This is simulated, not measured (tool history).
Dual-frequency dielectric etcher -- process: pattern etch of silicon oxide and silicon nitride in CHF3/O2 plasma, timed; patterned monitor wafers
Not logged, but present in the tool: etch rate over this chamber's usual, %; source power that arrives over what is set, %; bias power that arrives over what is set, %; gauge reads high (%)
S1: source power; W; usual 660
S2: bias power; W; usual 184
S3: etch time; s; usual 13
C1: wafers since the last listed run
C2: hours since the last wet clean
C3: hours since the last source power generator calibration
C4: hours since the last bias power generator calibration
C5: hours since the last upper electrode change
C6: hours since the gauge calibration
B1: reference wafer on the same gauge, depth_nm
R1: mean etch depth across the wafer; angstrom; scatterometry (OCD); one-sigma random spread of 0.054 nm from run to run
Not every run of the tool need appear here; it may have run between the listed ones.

run,hour,S1,S2,S3,C1,C2,C3,C4,C5,C6,B1,R1
1,0,660,184,13,0,24,2548.9,4382.5,1850.7,637.8,22.81,223.2
2,104.3,550,184,13,1048,128.3,2653.2,4486.8,1955,742.1,22.82,215.3
3,252.9,660,184,13,1494,276.9,2801.8,4635.4,2103.6,890.7,22.82,226.7
4,339.7,660,184,13,872,363.7,2888.6,4722.2,2190.4,977.5,22.8,228.2
5,437.9,760,184,13,987,461.9,2986.8,4820.4,2288.6,1075.7,22.82,237.1
# hour 501.8: upper electrode replaced, of another model than before
# hour 505.9: source power generator calibrated
6,527.5,760,184,13,619,551.5,21.6,4910,25.7,1165.3,22.79,242.5
# hour 543: bias power generator calibrated
# hour 568.3: wet clean of the chamber
7,621.6,760,184,13,664,53.3,115.7,78.6,119.8,1259.4,22.8,235.6
8,684.7,660,184,13,634,116.4,178.8,141.7,182.9,1322.5,22.8,225.6
9,740.7,530,144,12,563,172.4,234.8,197.7,238.9,1378.5,22.82,176
10,791.4,660,184,13,509,223.1,285.5,248.4,289.6,1429.2,22.8,225.7
# hour 809.8: gauge calibrated
11,898.4,660,204,9.5,1075,330.1,392.5,355.4,396.6,88.6,22.81,172.2
12,1003.6,660,184,13,1057,435.3,497.7,460.6,501.8,193.8,22.8,228.1
# hour 1094.3: wet clean of the chamber
13,1302.6,660,184,16,2765,208.3,796.7,759.6,800.8,492.8,22.78,278.7

Estimate the outcome of run 14 from the log above:
14,1389.7,740,184,13,875,295.4,883.8,846.7,887.9,579.9,?,?

{"run 14": {"B1": 22.81, "R1": 236.3}}
If the tool had no hidden condition, the same run with the same run-to-run variation would have returned R1 233.7 angstrom.
